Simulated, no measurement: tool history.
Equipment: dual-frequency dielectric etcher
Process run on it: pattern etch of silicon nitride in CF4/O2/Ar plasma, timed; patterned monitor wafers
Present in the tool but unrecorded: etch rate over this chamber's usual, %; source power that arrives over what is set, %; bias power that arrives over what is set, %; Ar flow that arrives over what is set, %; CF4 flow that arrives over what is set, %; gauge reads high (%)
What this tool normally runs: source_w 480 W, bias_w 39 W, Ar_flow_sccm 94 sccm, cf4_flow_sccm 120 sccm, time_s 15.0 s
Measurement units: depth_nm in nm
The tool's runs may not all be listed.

run   hour  source_w  bias_w  Ar_flow_sccm  cf4_flow_sccm  time_s  wafers since the last listed run  hours since the last wet clean  hours since the last source power generator calibration  hours since the last bias power generator calibration  hours since the last Ar flow controller change  hours since the last CF4 flow controller change  hours since the last upper electrode change  hours since the gauge calibration  read-back reference wafer on the same gauge, depth_nm  depth_nm
  1    0.0       480      39            94            120    15.0                                 0                           199.9                                                   1789.7                                                 2367.5                                          3811.3                                           1950.9                                       4125.0                              131.1                                                  24.10     28.47
  2    9.6       480      39            94            120    15.0                               163                           209.5                                                   1799.3                                                 2377.1                                          3820.9                                           1960.5                                       4134.6                              140.7                                                  24.10     28.36
  3   20.3       480      39            94            120    15.0                               182                           220.2                                                   1810.0                                                 2387.8                                          3831.6                                           1971.2                                       4145.3                              151.4                                                  24.10     28.36
  4   28.5       480      39            94            120    15.0                               139                           228.4                                                   1818.2                                                 2396.0                                          3839.8                                           1979.4                                       4153.5                              159.6                                                  24.10     28.39
  5   35.1       480      39            94            120    15.0                               112                           235.0                                                   1824.8                                                 2402.6                                          3846.4                                           1986.0                                       4160.1                              166.2                                                  24.10     28.38
  6   47.2       480      39            94            120    15.0                               206                           247.1                                                   1836.9                                                 2414.7                                          3858.5                                           1998.1                                       4172.2                              178.3                                                  24.09     28.38
  7   60.9       480      39            94            120    15.0                               233                           260.8                                                   1850.6                                                 2428.4                                          3872.2                                           2011.8                                       4185.9                              192.0                                                  24.11     28.24
      73.0  -- bias power generator calibrated
      86.5  -- upper electrode replaced
  8   87.0       480      39            94            120    15.0                               146                           286.9                                                   1876.7                                                   14.0                                          3898.3                                           2037.9                                          0.5                              218.1                                                  24.08     28.15
  9   87.4       480      39            94            120    12.0                                 6                           287.3                                                   1877.1                                                   14.4                                          3898.7                                           2038.3                                          0.9                              218.5                                                  24.10     22.56
 10   93.2       480      39            94            120    15.0                                98                           293.1                                                   1882.9                                                   20.2                                          3904.5                                           2044.1                                          6.7                              224.3                                                  24.09     28.14
 11  100.8       480      39            80            120    15.0                               129                           300.7                                                   1890.5                                                   27.8                                          3912.1                                           2051.7                                         14.3                              231.9                                                  24.10     28.67
     107.5  -- source power generator calibrated
 12  113.8       480      39            94            120    15.0                               153                           313.7                                                      6.3                                                   40.8                                          3925.1                                           2064.7                                         27.3                              244.9                                                  24.10     28.15
     117.1  -- gauge calibrated
 13  125.5       480      36            94             92    15.0                               199                           325.4                                                     18.0                                                   52.5                                          3936.8                                           2076.4                                         39.0                                8.4                                                  24.09     26.56
     135.5  -- CF4 flow controller replaced
     149.7  -- Ar flow controller replaced
     158.7  -- wet clean of the chamber
 14  159.2       390      34           110            120    17.5                               217                             0.5                                                     51.7                                                   86.2                                             9.5                                             23.7                                         72.7                               42.1                                                  24.11     28.25
 15  159.5       550      39            94            120    15.0                                 5                             0.8                                                     52.0                                                   86.5                                             9.8                                             24.0                                         73.0                               42.4                                                  24.09     31.91
 16  159.8       480      39            80            120    15.0                                 5                             1.1                                                     52.3                                                   86.8                                            10.1                                             24.3                                         73.3                               42.7                                                  24.10     29.66
 17  172.0       480      39            94            136    15.0                               207                            13.3                                                     64.5                                                   99.0                                            22.3                                             36.5                                         85.5                               54.9                                                  24.09     29.51
 18  180.6       480      39            80            120    15.0                               146                            21.9                                                     73.1                                                  107.6                                            30.9                                             45.1                                         94.1                               63.5                                                  24.10     29.56
 19  200.0       480      33            94            120    10.5                               330                            41.3                                                     92.5                                                  127.0                                            50.3                                             64.5                                        113.5                               82.9                                                  24.10     19.52
 20  213.1       480      39            94            120    15.0                               223                            54.4                                                    105.6                                                  140.1                                            63.4                                             77.6                                        126.6                               96.0                                                  24.09     28.93
 21  219.2       580      29            94            133    11.5                               103                            60.5                                                    111.7                                                  146.2                                            69.5                                             83.7                                        132.7                              102.1                                                  24.09     23.92

For some of the steps in depth_nm from one run to the next: how much would appear even if the tool had no hidden state, given the settings, what came in and random variation, and how much remains for the hidden state plus any gauge scatter that the measured result and the result without hidden state don't share?
Run 9 -> 10: time_s 12.0 -> 15.0. depth_nm +5.58 nm: hidden state -0.19, all else +5.77.
Run 13 -> 14: source_w 480 -> 390, bias_w 36 -> 34, Ar_flow_sccm 94 -> 110, cf4_flow_sccm 92 -> 120, time_s 15.0 -> 17.5, CF4 flow controller replaced, Ar flow controller replaced, wet clean of the chamber. depth_nm +1.69 nm: hidden state +0.95, all else +0.74.
Run 18 -> 19: bias_w 39 -> 33, Ar_flow_sccm 80 -> 94, time_s 15.0 -> 10.5. depth_nm -10.04 nm: hidden state -0.04, all else -10.00.
Run 19 -> 20: bias_w 33 -> 39, time_s 10.5 -> 15.0. depth_nm +9.41 nm: hidden state -0.06, all else +9.47.
